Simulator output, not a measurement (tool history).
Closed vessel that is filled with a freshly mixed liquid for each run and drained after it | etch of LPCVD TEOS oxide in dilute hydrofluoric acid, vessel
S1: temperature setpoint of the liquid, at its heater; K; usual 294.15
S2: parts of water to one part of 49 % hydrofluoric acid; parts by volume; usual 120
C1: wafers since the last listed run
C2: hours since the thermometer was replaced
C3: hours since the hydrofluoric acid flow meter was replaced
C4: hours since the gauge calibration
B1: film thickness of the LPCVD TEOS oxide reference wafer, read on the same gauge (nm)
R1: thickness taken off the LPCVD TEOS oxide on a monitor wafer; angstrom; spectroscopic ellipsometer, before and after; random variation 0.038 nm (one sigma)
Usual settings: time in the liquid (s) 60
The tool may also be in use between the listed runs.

run 1 hour=0 | S1=294.15 S2=120 time_in_the_liquid_(s)=60 | C1=0 C2=638.9 C3=597.3 C4=369.8 | B1=40.02 | R1=100.3
run 2 hour=69.6 | S1=294.15 S2=120 time_in_the_liquid_(s)=60 | C1=6256 C2=708.5 C3=666.9 C4=439.4 | B1=39.99 | R1=99.8
run 3 hour=141.1 | S1=290.65 S2=120 time_in_the_liquid_(s)=60 | C1=6427 C2=780 C3=738.4 C4=510.9 | B1=40 | R1=86.5
run 4 hour=190.8 | S1=290.65 S2=120 time_in_the_liquid_(s)=60 | C1=4467 C2=829.7 C3=788.1 C4=560.6 | B1=40 | R1=86.9
run 5 hour=236.2 | S1=290.65 S2=120 time_in_the_liquid_(s)=60 | C1=4081 C2=875.1 C3=833.5 C4=606 | B1=39.97 | R1=86.4
run 6 hour=261.6 | S1=294.15 S2=120 time_in_the_liquid_(s)=60 | C1=2283 C2=900.5 C3=858.9 C4=631.4 | B1=40 | R1=100
run 7 hour=309.4 | S1=294.15 S2=120 time_in_the_liquid_(s)=60 | C1=4297 C2=948.3 C3=906.7 C4=679.2 | B1=39.99 | R1=99.6
run 8 hour=342 | S1=294.15 S2=85 time_in_the_liquid_(s)=70 | C1=2930 C2=980.9 C3=939.3 C4=711.8 | B1=40 | R1=170.2
run 9 hour=389.9 | S1=294.15 S2=85 time_in_the_liquid_(s)=70 | C1=4306 C2=1028.8 C3=987.2 C4=759.7 | B1=39.99 | R1=170.1
run 10 hour=431.3 | S1=294.15 S2=85 time_in_the_liquid_(s)=70 | C1=3721 C2=1070.2 C3=1028.6 C4=801.1 | B1=40.01 | R1=170.9
run 11 hour=477.3 | S1=297.65 S2=120 time_in_the_liquid_(s)=60 | C1=4135 C2=1116.2 C3=1074.6 C4=847.1 | B1=39.96 | R1=114.3
-- hour=532.3 hydrofluoric acid flow meter replaced
run 12 hour=543.5 | S1=294.15 S2=120 time_in_the_liquid_(s)=60 | C1=5861 C2=1182.4 C3=11.2 C4=913.3 | B1=39.99 | R1=98.6
run 13 hour=603 | S1=294.15 S2=120 time_in_the_liquid_(s)=60 | C1=5348 C2=1241.9 C3=70.7 C4=972.8 | B1=39.99 | R1=99
run 14 hour=631.3 | S1=294.15 S2=120 time_in_the_liquid_(s)=60 | C1=2544 C2=1270.2 C3=99 C4=1001.1 | B1=40.01 | R1=98.9
run 15 hour=679.4 | S1=294.15 S2=120 time_in_the_liquid_(s)=60 | C1=4324 C2=1318.3 C3=147.1 C4=1049.2 | B1=39.99 | R1=98.8
run 16 hour=713.1 | S1=294.15 S2=120 time_in_the_liquid_(s)=60 | C1=3029 C2=1352 C3=180.8 C4=1082.9 | B1=39.99 | R1=98.2
-- hour=746 gauge calibrated
run 17 hour=758.5 | S1=290.65 S2=120 time_in_the_liquid_(s)=60 | C1=4081 C2=1397.4 C3=226.2 C4=12.5 | B1=40.03 | R1=85.4
run 18 hour=792.1 | S1=296.65 S2=150 time_in_the_liquid_(s)=40 | C1=3020 C2=1431 C3=259.8 C4=46.1 | B1=40 | R1=56.1
run 19 hour=830.6 | S1=296.65 S2=120 time_in_the_liquid_(s)=60 | C1=3461 C2=1469.5 C3=298.3 C4=84.6 | B1=39.97 | R1=108.6
run 20 hour=888.8 | S1=294.15 S2=140 time_in_the_liquid_(s)=60 | C1=5231 C2=1527.7 C3=356.5 C4=142.8 | B1=40.01 | R1=82

The next listed run, before its measurement:
run 21 hour=933.6 | S1=298.65 S2=120 time_in_the_liquid_(s)=60 | C1=4027 C2=1572.5 C3=401.3 C4=187.6 | B1=? | R1=?

Run 21 gave B1 40.01, R1 117.2 angstrom.
Without the tool's hidden state the same run would have given R1 122.9 angstrom.
